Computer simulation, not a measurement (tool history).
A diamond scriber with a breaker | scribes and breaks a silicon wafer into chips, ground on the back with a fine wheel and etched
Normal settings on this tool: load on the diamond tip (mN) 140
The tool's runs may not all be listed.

| run | hour | load on the diamond tip (mN) | wafers since the last listed run | hours since the diamond tip was replaced | hours since the load on the tip was calibrated | incoming depth of the damage left on the back of the incoming wafer, um | depth of the median crack under the scribed line (nm) | chips rejected at inspection after the break (%) |
|---|---|---|---|---|---|---|---|---|
| 1 | 0.0 | 126 | 0 | 13.8 | 331.2 | 0.76 | 8500 | 3.62 |
| 2 | 47.7 | 140 | 139 | 61.5 | 378.9 | 0.74 | 8830 | 2.15 |
| 3 | 102.6 | 140 | 160 | 116.4 | 433.8 | 0.38 | 8850 | 2.19 |
| 4 | 141.4 | 140 | 113 | 155.2 | 472.6 | 0.33 | 8930 | 2.18 |
| 5 | 190.2 | 140 | 142 | 204.0 | 521.4 | 0.62 | 8600 | 2.64 |
| 6 | 236.6 | 140 | 135 | 250.4 | 567.8 | 0.70 | 8810 | 2.68 |
| 7 | 267.0 | 140 | 88 | 280.8 | 598.2 | 0.70 | 8600 | 2.78 |
| 8 | 311.0 | 140 | 128 | 324.8 | 642.2 | 0.55 | 8560 | 2.22 |
| 9 | 343.4 | 140 | 94 | 357.2 | 674.6 | 0.37 | 8630 | 2.90 |
| 10 | 400.5 | 140 | 166 | 414.3 | 731.7 | 0.41 | 8340 | 3.03 |
| 11 | 453.5 | 166 | 154 | 467.3 | 784.7 | 0.53 | 9340 | 2.21 |
| 12 | 485.3 | 166 | 92 | 499.1 | 816.5 | 0.35 | 9230 | 1.82 |
| 13 | 556.1 | 166 | 206 | 569.9 | 887.3 | 0.74 | 8970 | 2.20 |
| 14 | 599.5 | 140 | 126 | 613.3 | 930.7 | 0.79 | 7770 | 6.18 |
| 15 | 627.5 | 140 | 81 | 641.3 | 958.7 | 0.39 | 7810 | 5.74 |
| 16 | 659.4 | 171 | 93 | 673.2 | 990.6 | 0.59 | 8730 | 2.09 |
| 17 | 717.0 | 171 | 168 | 730.8 | 1048.2 | 0.32 | 8410 | 2.72 |
|  | 752.7 | diamond tip replaced by a new one |
| 18 | 780.1 | 140 | 178 | 27.4 | 1111.3 | 0.46 | 7990 | 3.94 |
|  | 791.7 | load on the tip recalibrated |
| 19 | 849.3 | 169 | 196 | 96.6 | 57.6 | 0.41 | 10370 | 3.71 |
| 20 | 911.2 | 140 | 180 | 158.5 | 119.5 | 0.69 | 9260 | 2.11 |
| 21 | 955.4 | 112 | 129 | 202.7 | 163.7 | 0.39 | 7590 | 5.06 |
| 22 | 999.5 | 106 | 128 | 246.8 | 207.8 | 0.73 | 7190 | 7.36 |
| 23 | 1029.3 | 120 | 87 | 276.6 | 237.6 | 0.78 | 7920 | 4.25 |
| 24 | 1092.6 | 161 | 184 | 339.9 | 300.9 | 0.54 | 10070 | 2.17 |
| 25 | 1116.9 | 155 | 70 | 364.2 | 325.2 | 0.62 | 9760 | 2.09 |
| 26 | 1158.0 | 140 | 120 | 405.3 | 366.3 | 0.34 | 8700 | 2.17 |
| 27 | 1184.5 | 121 | 77 | 431.8 | 392.8 | 0.32 | 7980 | 4.61 |
| 28 | 1246.6 | 180 | 181 | 493.9 | 454.9 | 0.31 | 10340 | 2.94 |
| 29 | 1312.4 | 179 | 192 | 559.7 | 520.7 | 0.46 | 9950 | 2.63 |
| 30 | 1379.6 | 154 | 196 | 626.9 | 587.9 | 0.42 | 8720 | 2.25 |
| 31 | 1420.1 | 154 | 118 | 667.4 | 628.4 | 0.54 | 8700 | 2.51 |
|  | 1477.9 | diamond tip replaced by a new one |
| 32 | 1478.4 | 117 | 164 | 0.5 | 686.7 | 0.71 | 7900 | 4.68 |
| 33 | 1527.6 | 162 | 143 | 49.7 | 735.9 | 0.54 | 10180 | 2.64 |
| 34 | 1563.6 | 109 | 105 | 85.7 | 771.9 | 0.48 | 7580 | 6.59 |
| 35 | 1603.1 | 153 | 115 | 125.2 | 811.4 | 0.38 | 9640 | 2.20 |
| 36 | 1639.0 | 140 | 104 | 161.1 | 847.3 | 0.44 | 8860 | 2.29 |
| 37 | 1673.7 | 107 | 101 | 195.8 | 882.0 | 0.60 | 7100 | 8.77 |
| 38 | 1725.9 | 159 | 152 | 248.0 | 934.2 | 0.68 | 9430 | 2.15 |
| 39 | 1754.9 | 106 | 84 | 277.0 | 963.2 | 0.43 | 7050 | 11.29 |
| 40 | 1871.4 | 171 | 340 | 393.5 | 1079.7 | 0.46 | 9620 | 1.91 |
| 41 | 1935.9 | 163 | 188 | 458.0 | 1144.2 | 0.58 | 9090 | 1.99 |

Some steps in depth of the median crack under the scribed line (nm), run to run, broken into two amounts with sign: the step expected even without the hidden condition (settings, incoming material, random variation), and the rest, left for the hidden condition together with whatever gauge scatter is not in both the measured and the hidden-condition-free result:
What the log doesn't record here: share of the diamond tip's cutting effectiveness lost through wear, %; deviation of the load on the tip from its setpoint, %.
Run 17 -> 18: load on the diamond tip (mN) 171 -> 140, diamond tip replaced by a new one. depth of the median crack under the scribed line (nm) -420: hidden state +1070, all else -1490.
Run 18 -> 19: load on the diamond tip (mN) 140 -> 169, load on the tip recalibrated. depth of the median crack under the scribed line (nm) +2380: hidden state +1040, all else +1340.
Run 31 -> 32: load on the diamond tip (mN) 154 -> 117, diamond tip replaced by a new one. depth of the median crack under the scribed line (nm) -800: hidden state +1190, all else -1990.
Run 33 -> 34: load on the diamond tip (mN) 162 -> 109. depth of the median crack under the scribed line (nm) -2600: hidden state +50, all else -2650.
Run 38 -> 39: load on the diamond tip (mN) 159 -> 106. depth of the median crack under the scribed line (nm) -2380: hidden state +130, all else -2510.
Run 39 -> 40: load on the diamond tip (mN) 106 -> 171. depth of the median crack under the scribed line (nm) +2570: hidden state -610, all else +3180.
